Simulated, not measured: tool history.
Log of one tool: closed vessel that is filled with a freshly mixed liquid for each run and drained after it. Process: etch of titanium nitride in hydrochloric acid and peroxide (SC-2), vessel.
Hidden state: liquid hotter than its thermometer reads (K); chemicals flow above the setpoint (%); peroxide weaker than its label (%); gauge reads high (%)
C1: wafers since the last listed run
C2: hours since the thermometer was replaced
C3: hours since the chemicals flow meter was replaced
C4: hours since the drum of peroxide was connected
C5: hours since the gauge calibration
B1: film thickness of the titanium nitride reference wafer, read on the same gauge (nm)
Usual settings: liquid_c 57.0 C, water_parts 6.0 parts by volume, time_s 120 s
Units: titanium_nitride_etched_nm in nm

{"run": 1, "hour": 0.0, "liquid_c": 57.0, "water_parts": 8.0, "time_s": 120, "C1": 0, "C2": 1677.1, "C3": 1284.7, "C4": 913.1, "C5": 849.0, "B1": 150.003, "titanium_nitride_etched_nm": 3.471}
{"run": 2, "hour": 77.0, "liquid_c": 57.0, "water_parts": 8.0, "time_s": 120, "C1": 4904, "C2": 1754.1, "C3": 1361.7, "C4": 990.1, "C5": 926.0, "B1": 150.036, "titanium_nitride_etched_nm": 3.49}
{"hour": 133.0, "done": "new drum of peroxide connected"}
{"run": 3, "hour": 168.1, "liquid_c": 57.0, "water_parts": 8.0, "time_s": 120, "C1": 5738, "C2": 1845.2, "C3": 1452.8, "C4": 35.1, "C5": 1017.1, "B1": 149.985, "titanium_nitride_etched_nm": 3.603}
{"run": 4, "hour": 206.5, "liquid_c": 54.0, "water_parts": 6.0, "time_s": 120, "C1": 2445, "C2": 1883.6, "C3": 1491.2, "C4": 73.5, "C5": 1055.5, "B1": 149.991, "titanium_nitride_etched_nm": 3.674}
{"run": 5, "hour": 259.9, "liquid_c": 54.0, "water_parts": 6.0, "time_s": 120, "C1": 3401, "C2": 1937.0, "C3": 1544.6, "C4": 126.9, "C5": 1108.9, "B1": 150.01, "titanium_nitride_etched_nm": 3.692}
{"run": 6, "hour": 339.4, "liquid_c": 64.5, "water_parts": 6.0, "time_s": 120, "C1": 5063, "C2": 2016.5, "C3": 1624.1, "C4": 206.4, "C5": 1188.4, "B1": 149.991, "titanium_nitride_etched_nm": 7.099}
{"run": 7, "hour": 433.6, "liquid_c": 64.5, "water_parts": 6.0, "time_s": 120, "C1": 5999, "C2": 2110.7, "C3": 1718.3, "C4": 300.6, "C5": 1282.6, "B1": 150.012, "titanium_nitride_etched_nm": 7.181}
{"run": 8, "hour": 520.3, "liquid_c": 64.5, "water_parts": 6.0, "time_s": 120, "C1": 5522, "C2": 2197.4, "C3": 1805.0, "C4": 387.3, "C5": 1369.3, "B1": 150.01, "titanium_nitride_etched_nm": 7.206}
{"run": 9, "hour": 611.6, "liquid_c": 57.0, "water_parts": 6.0, "time_s": 120, "C1": 5815, "C2": 2288.7, "C3": 1896.3, "C4": 478.6, "C5": 1460.6, "B1": 149.999, "titanium_nitride_etched_nm": 4.544}
{"run": 10, "hour": 675.6, "liquid_c": 48.0, "water_parts": 9.0, "time_s": 80, "C1": 4076, "C2": 2352.7, "C3": 1960.3, "C4": 542.6, "C5": 1524.6, "B1": 150.005, "titanium_nitride_etched_nm": 1.212}
{"run": 11, "hour": 756.7, "liquid_c": 52.0, "water_parts": 6.0, "time_s": 120, "C1": 5165, "C2": 2433.8, "C3": 2041.4, "C4": 623.7, "C5": 1605.7, "B1": 149.989, "titanium_nitride_etched_nm": 3.268}
{"run": 12, "hour": 810.3, "liquid_c": 52.0, "water_parts": 6.0, "time_s": 85, "C1": 3413, "C2": 2487.4, "C3": 2095.0, "C4": 677.3, "C5": 1659.3, "B1": 149.953, "titanium_nitride_etched_nm": 2.314}
{"hour": 839.3, "done": "gauge calibrated"}
{"hour": 882.8, "done": "chemicals flow meter replaced"}
{"run": 13, "hour": 887.8, "liquid_c": 65.0, "water_parts": 9.0, "time_s": 120, "C1": 4872, "C2": 2564.9, "C3": 5.0, "C4": 754.8, "C5": 48.5, "B1": 149.98, "titanium_nitride_etched_nm": 5.1}
{"run": 14, "hour": 953.1, "liquid_c": 57.0, "water_parts": 6.0, "time_s": 120, "C1": 4159, "C2": 2630.2, "C3": 70.3, "C4": 820.1, "C5": 113.8, "B1": 150.056, "titanium_nitride_etched_nm": 4.237}
{"hour": 1001.8, "done": "thermometer replaced"}
{"run": 15, "hour": 1013.2, "liquid_c": 57.0, "water_parts": 6.0, "time_s": 150, "C1": 3764, "C2": 11.4, "C3": 130.4, "C4": 880.2, "C5": 173.9, "B1": 149.996, "titanium_nitride_etched_nm": 5.307}
{"run": 16, "hour": 1066.0, "liquid_c": 57.0, "water_parts": 6.0, "time_s": 120, "C1": 3362, "C2": 64.2, "C3": 183.2, "C4": 933.0, "C5": 226.7, "B1": 150.007, "titanium_nitride_etched_nm": 4.24}
{"hour": 1080.4, "done": "new drum of peroxide connected"}
{"run": 17, "hour": 1143.1, "liquid_c": 57.0, "water_parts": 6.0, "time_s": 120, "C1": 4846, "C2": 141.3, "C3": 260.3, "C4": 62.7, "C5": 303.8, "B1": 150.055, "titanium_nitride_etched_nm": 4.309}
{"run": 18, "hour": 1204.8, "liquid_c": 53.0, "water_parts": 4.5, "time_s": 120, "C1": 3929, "C2": 203.0, "C3": 322.0, "C4": 124.4, "C5": 365.5, "B1": 149.992, "titanium_nitride_etched_nm": 4.119}
{"run": 19, "hour": 1491.6, "liquid_c": 67.0, "water_parts": 9.0, "time_s": 70, "C1": 18266, "C2": 489.8, "C3": 608.8, "C4": 411.2, "C5": 652.3, "B1": 150.016, "titanium_nitride_etched_nm": 3.445}

Measured less the same run without the tool's hidden state. The same run-to-run variation is in both; the gauge's scatter may not be:
run=1 titanium_nitride_etched_nm=+0.070
run=2 titanium_nitride_etched_nm=+0.073
run=3 titanium_nitride_etched_nm=+0.170
run=4 titanium_nitride_etched_nm=+0.164
run=5 titanium_nitride_etched_nm=+0.165
run=6 titanium_nitride_etched_nm=+0.324
run=7 titanium_nitride_etched_nm=+0.331
run=8 titanium_nitride_etched_nm=+0.336
run=9 titanium_nitride_etched_nm=+0.215
run=10 titanium_nitride_etched_nm=+0.064
run=11 titanium_nitride_etched_nm=+0.157
run=12 titanium_nitride_etched_nm=+0.112
run=13 titanium_nitride_etched_nm=-0.069
run=14 titanium_nitride_etched_nm=-0.055
run=15 titanium_nitride_etched_nm=-0.066
run=16 titanium_nitride_etched_nm=-0.051
run=17 titanium_nitride_etched_nm=+0.051
run=18 titanium_nitride_etched_nm=+0.046
run=19 titanium_nitride_etched_nm=+0.058
